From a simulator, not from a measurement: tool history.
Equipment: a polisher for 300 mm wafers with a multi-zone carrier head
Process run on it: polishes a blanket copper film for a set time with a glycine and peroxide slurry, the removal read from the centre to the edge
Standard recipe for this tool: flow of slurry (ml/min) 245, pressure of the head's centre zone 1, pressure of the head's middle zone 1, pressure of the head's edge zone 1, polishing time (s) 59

run	hour	flow of slurry (ml/min)	pressure of the head's centre zone	pressure of the head's middle zone	pressure of the head's edge zone	polishing time (s)	wafers since the last listed run	wafers polished on this pad	hours since the slurry nozzle was cleaned	hours since the centre zone pressure was calibrated	hours since the edge zone pressure was calibrated	hours since the carrier head's membrane was replaced	incoming thickness of the incoming film, nm	film removed at the wafer's centre (nm)	film removed at mid-radius (nm)	film removed at the wafer's edge (nm)
1	0	245	1	1	1	59	0	136	549.2	179.5	639.4	1096.1	2386.4	271.9	270.8	276.2
2	33.7	245	1.03	1	1	75	303	440	582.9	213.2	673.1	1129.8	2340	354.2	347.8	348.3
3	66.1	245	1	1	1	59	291	732	615.3	245.6	705.5	1162.2	2378	275.7	274.7	276.2
4	78.3	245	1	1	1	59	109	842	627.5	257.8	717.7	1174.4	2314.9	270.2	276.4	282.1
# hour 119.5: worn pad replaced by a new one
5	174.3	245	1	1	1	59	828	493	723.5	353.8	813.7	1270.4	2357.6	266.6	263.6	274
6	200.3	245	1	1	1	59	234	727	749.5	379.8	839.7	1296.4	2366	268.7	262.5	266.9
7	224.8	245	1	1	1	59	220	948	774	404.3	864.2	1320.9	2356.9	263.9	268.3	272.3
8	238	245	1	1	1	48	118	1067	787.2	417.5	877.4	1334.1	2347.9	214.8	212.9	216.8
# hour 251.2: worn pad replaced by a new one
9	257.7	160	1.08	0.91	1	44	141	58	806.9	437.2	897.1	1353.8	2339.4	181.2	160.6	182.5
# hour 274: slurry nozzle cleaned
10	274.5	215	0.9	1	1.1	59	142	201	0.5	454	913.9	1370.6	2340.7	251.6	275.5	291.8
11	291.6	245	0.88	0.92	1.05	59	154	355	17.6	471.1	931	1387.7	2360	256.9	258.5	285.9
12	311.5	245	0.88	0.92	1.05	59	179	534	37.5	491	950.9	1407.6	2380.6	253.7	259.7	289.7
13	346.2	190	0.96	1.05	1	59	312	847	72.2	525.7	985.6	1442.3	2320.1	260.9	288	273.8
14	359.7	245	1	1	1	59	121	968	85.7	539.2	999.1	1455.8	2317.2	280.8	276.1	283.3
15	375.7	245	1.1	0.94	1.05	72	144	1112	101.7	555.2	1015.1	1471.8	2325.9	366.6	326.3	354.5
# hour 379.9: centre zone pressure recalibrated
# hour 396.4: carrier head's membrane replaced by a new one
16	397.3	290	0.95	1.08	1	72	131	1244	123.3	17.4	1036.7	0.9	2366.8	338.4	378.2	338.8
# hour 407.8: edge zone pressure recalibrated
# hour 411.3: worn pad replaced by a new one
17	415.5	245	1	1	1	59	114	37	141.5	35.6	7.7	19.1	2328.2	281.6	272.8	279.8
18	431.3	245	1	1	1	59	142	180	157.3	51.4	23.5	34.9	2338.5	279	283.3	278.7
19	447.8	165	1.07	0.91	1	65	148	328	173.8	67.9	40	51.4	2331.3	303.6	270.3	291.5
20	520.1	245	1	1	1.09	59	651	980	246.1	140.2	112.3	123.7	2364.2	282.3	281	292.8
21	545	245	1	1	1	59	224	1204	271	165.1	137.2	148.6	2345.6	281.2	274.4	279.9

Hidden state, per run?
removal rate lost through wear of the pad, %: 0 on each run
deviation of the centre zone's pressure from its setpoint, %: 0 on each run
deviation of the edge zone's pressure from its setpoint, %: 0 on each run
H1: slurry flow missing at the pad, %
run	H1
1	15.9
2	17.8
3	19.7
4	20.4
5	26.8
6	28.7
7	30.6
8	31.6
9	33.1
10	1.74
11	1.76
12	1.81
13	2
14	2.1
15	2.25
16	2.49
17	2.73
18	2.96
19	3.23
20	4.73
21	5.37
